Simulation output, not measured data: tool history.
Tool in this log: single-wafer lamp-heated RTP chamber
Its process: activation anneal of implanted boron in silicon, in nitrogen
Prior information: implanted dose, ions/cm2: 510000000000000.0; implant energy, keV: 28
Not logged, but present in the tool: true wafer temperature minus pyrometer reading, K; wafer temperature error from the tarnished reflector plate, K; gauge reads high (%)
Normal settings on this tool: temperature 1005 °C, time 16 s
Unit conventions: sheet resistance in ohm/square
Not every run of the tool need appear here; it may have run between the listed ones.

run    hour  temperature  time  wafers since the last listed run  wafers since the last pyrometer calibration  wafers since the reflector plate was cleaned  hours since the gauge calibration  read-back reference wafer on the same gauge, sheet resistance  sheet resistance
  1     0.0          997    16                                 0                                         2234                                          3371                              485.0                                                         194.02            221.14
  2    37.4          997    16                               432                                         2667                                          3804                              522.4                                                         194.00            220.28
       52.3  -- reflector plate cleaned
  3   100.0         1005    13                               631                                         3299                                           552                              585.0                                                         194.06            221.92
  4   148.9         1005    13                               565                                         3864                                          1118                              633.9                                                         194.04            222.02
  5   191.4         1005    16                               491                                         4356                                          1609                              676.4                                                         194.13            219.85
  6   220.7         1005    16                               339                                         4695                                          1948                              705.7                                                         194.15            221.33
  7   245.5         1005     8                               286                                         4982                                          2235                              730.5                                                         193.95            222.44
  8   297.0         1005     8                               595                                         5578                                          2831                              782.0                                                         194.00            221.79
  9   359.6         1005     8                               724                                         6302                                          3556                              844.6                                                         193.93            219.63
      402.9  -- reflector plate cleaned
      414.3  -- gauge calibrated
 10   421.2         1027    16                               620                                         6922                                           211                                6.9                                                         194.03            216.13
      476.8  -- pyrometer window cleaned and pyrometer calibrated
 11   477.3         1028    13                               556                                            6                                           767                               63.0                                                         194.04            217.21
 12   509.4         1028    13                               371                                          377                                          1139                               95.1                                                         193.97            217.33
 13   556.7         1005    16                               547                                          924                                          1686                              142.4                                                         194.03            219.80
 14   666.6          977    18                              1271                                         2196                                          2958                              252.3                                                         194.11            233.89
      698.8  -- reflector plate cleaned
 15   721.0         1028    23                               536                                         2733                                           257                              306.7                                                         193.99            215.92
 16   746.5         1005    13                               295                                         3028                                           552                              332.2                                                         194.08            221.93
 17   794.6         1026    16                               556                                         3584                                          1108                              380.3                                                         194.05            217.76
 18   818.6         1020    23                               277                                         3862                                          1386                              404.3                                                         194.09            216.51
 19   869.6         1016    16                               590                                         4452                                          1976                              455.3                                                         193.82            217.35
 20   903.5          978    20                               392                                         4844                                          2368                              489.2                                                         193.95            234.31
 21   949.1         1026    13                               527                                         5372                                          2896                              534.8                                                         194.05            216.37
     1011.5  -- pyrometer window cleaned and pyrometer calibrated
 22  1012.0         1005     7                               635                                            6                                          3531                              597.7                                                         193.86            220.70
     1034.6  -- reflector plate cleaned
 23  1069.2         1014    10                               569                                          575                                           400                              654.9                                                         193.99            220.74
 24  1108.6         1020    10                               455                                         1031                                           856                              694.3                                                         193.99            218.78

What differs in the tool's unlogged condition from the final listed run ahead of each entry between runs to the first listed run following it?
Run 2 -> run 3: reflector plate cleaned (hour 52.3)
  wafer temperature error from the tarnished reflector plate, K: 11.5 -> 0.452
  measured less the result without the state, sheet resistance: -4.67 -> -0.17 ohm/square
Run 9 -> run 10: reflector plate cleaned (hour 402.9); gauge calibrated (hour 414.3)
  wafer temperature error from the tarnished reflector plate, K: 8.23 -> 0.837
  measured less the result without the state, sheet resistance: -3.00 -> -0.12 ohm/square
Run 10 -> run 11: pyrometer window cleaned and pyrometer calibrated (hour 476.8)
  wafer temperature error from the tarnished reflector plate, K: 0.837 -> 1.28
  measured less the result without the state, sheet resistance: -0.12 -> -0.18 ohm/square
Run 14 -> run 15: reflector plate cleaned (hour 698.8)
  wafer temperature error from the tarnished reflector plate, K: 6.67 -> 0.126
  measured less the result without the state, sheet resistance: -7.03 -> -0.02 ohm/square
Run 21 -> run 22: pyrometer window cleaned and pyrometer calibrated (hour 1011.5)
  wafer temperature error from the tarnished reflector plate, K: 5.37 -> 8.36
  measured less the result without the state, sheet resistance: -0.74 -> -3.17 ohm/square
Run 22 -> run 23: reflector plate cleaned (hour 1034.6)
  wafer temperature error from the tarnished reflector plate, K: 8.36 -> 0.698
  measured less the result without the state, sheet resistance: -3.17 -> -0.18 ohm/square
